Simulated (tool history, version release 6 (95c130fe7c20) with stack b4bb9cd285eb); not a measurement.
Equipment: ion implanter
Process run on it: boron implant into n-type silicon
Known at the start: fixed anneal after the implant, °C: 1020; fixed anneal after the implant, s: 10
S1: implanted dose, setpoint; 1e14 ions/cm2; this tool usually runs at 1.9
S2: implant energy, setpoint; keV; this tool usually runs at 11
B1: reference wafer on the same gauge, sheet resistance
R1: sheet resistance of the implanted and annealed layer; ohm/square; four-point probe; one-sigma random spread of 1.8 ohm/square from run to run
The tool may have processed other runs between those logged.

Run 1, hour 0: usual settings but S1 1.51 1e14 ions/cm2; B1 484.1. Result: R1 585.42 ohm/square.
Run 2, hour 53.1: usual settings but S1 1.51 1e14 ions/cm2; B1 484.13. Result: R1 579.79 ohm/square.
At hour 106.6: Faraday cup replaced and dose calibrated.
Run 3, hour 139.4: usual settings but S2 10 keV; B1 483.69. Result: R1 489.06 ohm/square.
Run 4, hour 205.7: usual settings but S1 1.62 1e14 ions/cm2; B1 484.33. Result: R1 552.77 ohm/square.
Run 5, hour 245.9: usual settings; B1 484.46. Result: R1 485.99 ohm/square.
Run 6, hour 301.8: usual settings; B1 483.85. Result: R1 482.21 ohm/square.
Run 7, hour 401.5: usual settings; B1 483.93. Result: R1 485.44 ohm/square.
Run 8, hour 509: usual settings; B1 484.19. Result: R1 484.52 ohm/square.
Run 9, hour 590: usual settings; B1 484.47. Result: R1 482.89 ohm/square.
At hour 785.9: gauge calibrated.
Run 10, hour 850.4: usual settings; B1 483.35. Result: R1 480.92 ohm/square.
Run 11, hour 903: usual settings; B1 483.71. Result: R1 481.16 ohm/square.
Run 12, hour 993: usual settings; B1 483.93. Result: R1 479.68 ohm/square.
At hour 1069.5: Faraday cup replaced and dose calibrated.
Run 13, hour 1262.9: usual settings; B1 483.65. Result: R1 484.82 ohm/square.
Run 14, hour 1356.3: usual settings but S2 12 keV; B1 483.17. Result: R1 476.98 ohm/square.
Run 15, hour 1428: usual settings but S1 1.54 1e14 ions/cm2, S2 7.5 keV; B1 484.14. Result: R1 604.4 ohm/square.
Run 16, hour 1487.8: usual settings but S1 2.42 1e14 ions/cm2, S2 9 keV; B1 484.8. Result: R1 408.52 ohm/square.
Run 17, hour 1542.8: usual settings but S2 9.5 keV; B1 483.82. Result: R1 494.54 ohm/square.
Run 18, hour 1635.9: usual settings but S2 8 keV; B1 484.56. Result: R1 504.54 ohm/square.
Run 19, hour 1738.4: usual settings but S1 2.34 1e14 ions/cm2, S2 9.5 keV; B1 484.13. Result: R1 415.53 ohm/square.
Run 20, hour 1830.2: usual settings but S1 1.5 1e14 ions/cm2; B1 483.89. Result: R1 584.98 ohm/square.
Run 21, hour 1938: usual settings but S2 12 keV; B1 484.22. Result: R1 478.21 ohm/square.
At hour 1953.9: extraction supply calibrated.
Run 22, hour 1985.2: usual settings but S1 2.15 1e14 ions/cm2, S2 9.5 keV; B1 484.43. Result: R1 444.79 ohm/square.
At hour 2017.2: Faraday cup replaced and dose calibrated.
Run 23, hour 2042.2: usual settings but S1 2.3 1e14 ions/cm2, S2 9 keV; B1 483.7. Result: R1 423.5 ohm/square.
Run 24, hour 2130.3: usual settings; B1 483.54. Result: R1 483.37 ohm/square.
Run 25, hour 2188.7: usual settings but S1 2.38 1e14 ions/cm2, S2 14.5 keV; B1 484.03. Result: R1 386.83 ohm/square.
Run 26, hour 2232.7: usual settings but S1 2.24 1e14 ions/cm2, S2 13.5 keV; B1 483.63. Result: R1 411.15 ohm/square.
Run 27, hour 2286.6: usual settings; B1 483.8. Result: R1 483.5 ohm/square.
Run 28, hour 2360.1: usual settings; B1 483.81. Result: R1 482.8 ohm/square.
Run 29, hour 2451.7: usual settings but S1 1.74 1e14 ions/cm2, S2 12.5 keV; B1 483.93. Result: R1 508.82 ohm/square.
Run 30, hour 2509.2: usual settings but S1 1.41 1e14 ions/cm2, S2 8 keV; B1 484.2. Result: R1 642.29 ohm/square.
Run 31, hour 2580.7: usual settings but S1 2.41 1e14 ions/cm2, S2 7.5 keV; B1 483.89. Result: R1 418.48 ohm/square.
Run 32, hour 2658.2: usual settings but S2 13.5 keV; B1 484.27. Result: R1 474.46 ohm/square.
Run 33, hour 2713.2: usual settings but S1 2.05 1e14 ions/cm2, S2 15 keV; B1 484.11. Result: R1 436.27 ohm/square.
Run 34, hour 2803.2: usual settings; B1 483.87. Result: R1 487.44 ohm/square.
At hour 2876.9: Faraday cup replaced and dose calibrated.
Run 35, hour 2890.1: usual settings but S1 2.19 1e14 ions/cm2, S2 14 keV; B1 484.11. Result: R1 416.67 ohm/square.
Run 36, hour 2931.9: usual settings but S1 2.37 1e14 ions/cm2, S2 9.5 keV; B1 484.49. Result: R1 412.9 ohm/square.

Below are 5 alternative next runs, each starting from the tool's condition after run 36. Predict each:
Run A, hour 2932.3: usual settings but S2 13 keV; B1 ?. Result: R1 ?.
Run B, hour 2932.3: usual settings but S1 1.45 1e14 ions/cm2, S2 10 keV; B1 ?. Result: R1 ?.
Run C, hour 2932.3: usual settings but S1 1.53 1e14 ions/cm2, S2 8 keV; B1 ?. Result: R1 ?.
Run D, hour 2932.3: usual settings but S1 1.73 1e14 ions/cm2, S2 9.5 keV; B1 ?. Result: R1 ?.
Run E, hour 2932.3: usual settings but S1 1.72 1e14 ions/cm2, S2 12 keV; B1 ?. Result: R1 ?.

run      B1      R1
  A  483.88  472.75
  B  483.88  609.04
  C  483.88  599.97
  D  483.88  531.62
  E  483.88  518.22
With the hidden condition removed and each run's random variation left untouched, the same runs would have given:
run      R1
  A  472.75
  B  609.04
  C  599.97
  D  531.62
  E  518.22

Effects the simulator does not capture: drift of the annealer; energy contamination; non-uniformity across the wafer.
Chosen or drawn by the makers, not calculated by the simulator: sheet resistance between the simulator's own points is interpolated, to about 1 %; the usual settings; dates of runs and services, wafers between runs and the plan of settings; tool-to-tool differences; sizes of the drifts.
